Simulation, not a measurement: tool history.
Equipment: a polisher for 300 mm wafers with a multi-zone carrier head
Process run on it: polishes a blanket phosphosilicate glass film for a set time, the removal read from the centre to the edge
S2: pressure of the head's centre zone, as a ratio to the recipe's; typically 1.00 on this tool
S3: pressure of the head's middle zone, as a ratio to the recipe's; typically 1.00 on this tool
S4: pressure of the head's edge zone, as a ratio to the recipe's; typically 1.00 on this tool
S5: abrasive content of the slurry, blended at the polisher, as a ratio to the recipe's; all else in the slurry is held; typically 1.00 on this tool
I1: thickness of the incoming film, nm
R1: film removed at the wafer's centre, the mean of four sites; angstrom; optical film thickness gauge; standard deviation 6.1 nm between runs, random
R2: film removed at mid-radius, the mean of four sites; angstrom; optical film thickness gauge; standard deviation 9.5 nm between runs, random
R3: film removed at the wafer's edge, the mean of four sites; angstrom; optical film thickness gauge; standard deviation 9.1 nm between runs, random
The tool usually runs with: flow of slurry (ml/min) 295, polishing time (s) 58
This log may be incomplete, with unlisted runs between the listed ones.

Run 1, hour 0.0: usual settings; I1 2392.7. Result: R1 6603 angstrom, R2 6858 angstrom, R3 6603 angstrom.
Run 2, hour 48.0: usual settings but flow of slurry (ml/min) 250; I1 2430.4. Result: R1 6429 angstrom, R2 6663 angstrom, R3 6418 angstrom.
Run 3, hour 128.2: usual settings; I1 2402.3. Result: R1 6532 angstrom, R2 6602 angstrom, R3 6256 angstrom.
Run 4, hour 189.8: usual settings but S5 0.90; I1 2410.8. Result: R1 6107 angstrom, R2 6220 angstrom, R3 6161 angstrom.
Run 5, hour 226.6: usual settings; I1 2384.5. Result: R1 6432 angstrom, R2 6702 angstrom, R3 6469 angstrom.
Run 6, hour 274.4: usual settings; I1 2420.7. Result: R1 6503 angstrom, R2 6438 angstrom, R3 6473 angstrom.
At hour 299.4: carrier head's membrane replaced by a new one.
Run 7, hour 338.2: usual settings but flow of slurry (ml/min) 255, S2 1.03, polishing time (s) 73; I1 2434.9. Result: R1 8036 angstrom, R2 8108 angstrom, R3 7993 angstrom.
At hour 394.0: edge zone pressure recalibrated.
Run 8, hour 394.7: usual settings but S3 1.08, S5 0.90, polishing time (s) 73; I1 2440.9. Result: R1 7558 angstrom, R2 8382 angstrom, R3 7535 angstrom.
Run 9, hour 432.9: usual settings but flow of slurry (ml/min) 240, S4 0.91, S5 0.75, polishing time (s) 72; I1 2418.4. Result: R1 6466 angstrom, R2 6828 angstrom, R3 6312 angstrom.
At hour 499.0: slurry nozzle cleaned.
Run 10, hour 502.7: usual settings; I1 2393.0. Result: R1 6306 angstrom, R2 6649 angstrom, R3 6552 angstrom.
Run 11, hour 592.1: usual settings; I1 2443.4. Result: R1 6224 angstrom, R2 6711 angstrom, R3 6497 angstrom.
Run 12, hour 661.0: usual settings; I1 2438.0. Result: R1 6222 angstrom, R2 6666 angstrom, R3 6447 angstrom.
At hour 684.3: centre zone pressure recalibrated.
At hour 762.9: worn pad replaced by a new one.
Run 13, hour 871.8: usual settings; I1 2381.5. Result: R1 6444 angstrom, R2 6500 angstrom, R3 6465 angstrom.
Run 14, hour 931.9: usual settings but S5 1.10; I1 2460.6. Result: R1 6819 angstrom, R2 7085 angstrom, R3 6684 angstrom.
Run 15, hour 1196.8: usual settings; I1 2393.6. Result: R1 6230 angstrom, R2 6755 angstrom, R3 6442 angstrom.
At hour 1208.9: edge zone pressure recalibrated.
Run 16, hour 1291.7: usual settings but S2 1.11, S3 1.06, S5 1.10, polishing time (s) 39; I1 2427.9. Result: R1 4647 angstrom, R2 4979 angstrom, R3 4578 angstrom.
At hour 1333.5: slurry nozzle cleaned.
At hour 1369.8: carrier head's membrane replaced by a new one.
Run 17, hour 1382.5: usual settings but S4 1.09, S5 0.70, polishing time (s) 65; I1 2407.6. Result: R1 5645 angstrom, R2 6085 angstrom, R3 5985 angstrom.
Run 18, hour 1461.7: usual settings but S3 1.12; I1 2392.7. Result: R1 6195 angstrom, R2 7461 angstrom, R3 6367 angstrom.
At hour 1474.7: worn pad replaced by a new one.
At hour 1506.6: centre zone pressure recalibrated.
Run 19, hour 1513.1: usual settings but S2 0.96, S5 0.90, polishing time (s) 77; I1 2457.3. Result: R1 7994 angstrom, R2 8438 angstrom, R3 7893 angstrom.
Run 20, hour 1580.4: usual settings but flow of slurry (ml/min) 225, S2 1.06, S3 1.10, polishing time (s) 41; I1 2452.2. Result: R1 4544 angstrom, R2 4852 angstrom, R3 4431 angstrom.

Predict each of these 5 candidate next runs independently; none follows another, all start after run 20:
Run A, hour 1580.8: usual settings but S4 1.05; I1 2450.9. Result: R1 ?, R2 ?, R3 ?.
Run B, hour 1580.8: usual settings but S5 1.20, polishing time (s) 46; I1 2450.9. Result: R1 ?, R2 ?, R3 ?.
Run C, hour 1580.8: usual settings but S3 1.09, polishing time (s) 51; I1 2450.9. Result: R1 ?, R2 ?, R3 ?.
Run D, hour 1580.8: usual settings but S4 1.04, S5 1.25; I1 2450.9. Result: R1 ?, R2 ?, R3 ?.
Run E, hour 1580.8: usual settings but flow of slurry (ml/min) 380, S2 1.06, S4 1.12, polishing time (s) 43; I1 2450.9. Result: R1 ?, R2 ?, R3 ?.

run    R1    R2    R3
  A  6448  6565  6552
  B  5596  5697  5551
  C  5673  6181  5619
  D  7186  7316  7267
  E  5070  4983  5110
With the hidden condition removed and each run's random variation left untouched, the same runs would have given:
run    R1    R2    R3
  A  6548  6564  6552
  B  5682  5697  5551
  C  5761  6181  5619
  D  7297  7315  7267
  E  5148  4983  5110
